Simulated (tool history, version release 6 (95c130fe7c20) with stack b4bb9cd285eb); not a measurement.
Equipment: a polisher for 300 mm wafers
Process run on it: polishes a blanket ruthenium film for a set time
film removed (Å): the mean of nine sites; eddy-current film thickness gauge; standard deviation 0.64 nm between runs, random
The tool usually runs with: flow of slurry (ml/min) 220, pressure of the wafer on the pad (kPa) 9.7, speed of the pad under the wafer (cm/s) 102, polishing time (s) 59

run    hour  flow of slurry (ml/min)  pressure of the wafer on the pad (kPa)  speed of the pad under the wafer (cm/s)  polishing time (s)  incoming thickness of the incoming film, nm  film removed (Å)
  1       0                      220                                     9.7                                      102                  59                                        249.9               393
  2    72.9                      220                                     9.7                                      102                  59                                        251.3               379
      139.3  -- worn pad replaced by a new one
      151.1  -- slurry nozzle cleaned
  3   172.6                      220                                     9.7                                      102                  59                                        251.8               442
  4   244.9                      220                                     9.7                                      102                  59                                          251               397
  5   293.9                      220                                     9.7                                      102                  59                                        249.8               382
  6   380.1                      220                                     9.7                                      102                  59                                        251.7               360
        393  -- worn pad replaced by a new one
      412.3  -- slurry nozzle cleaned
  7   468.8                      220                                     9.7                                      102                  59                                        248.1               394
  8     528                      290                                     9.7                                      102                  75                                        247.3               514
  9   598.1                      220                                     9.7                                       78                  59                                        253.5               285
      651.9  -- worn pad replaced by a new one
      665.4  -- slurry nozzle cleaned
 10   689.7                      220                                     9.7                                      102                  59                                        251.4               438
 11   732.3                      220                                    11.7                                      102                  80                                        251.6               678
 12   774.5                      275                                     9.7                                      102                  65                                        249.8               456
      815.9  -- head pressure recalibrated
      889.5  -- worn pad replaced by a new one
      895.9  -- slurry nozzle cleaned
 13   995.4                      200                                      11                                      102                  50                                        255.2               374
 14  1098.3                      220                                     9.7                                      102                  59                                        247.4               366
     1153.8  -- worn pad replaced by a new one
       1163  -- slurry nozzle cleaned
 15  1169.7                      220                                      11                                      128                  72                                        250.3               800

What the log doesn't show, run by run:
deviation of the head's pressure from its setpoint, %: 0 across all the runs
H1: removal rate lost through wear of the pad, %
H2: slurry flow missing at the pad, %
run    H1    H2
  1  9.86  33.6
  2    12  40.2
  3  5.35  12.4
  4  10.3  31.8
  5  11.9  37.7
  6    13  42.2
  7  8.65    28
  8  11.2  38.9
  9  12.5  44.5
 10  5.58  12.4
 11  8.86  25.3
 12  10.7  32.8
 13  10.6  30.6
 14    13  39.2
 15  4.29  5.69
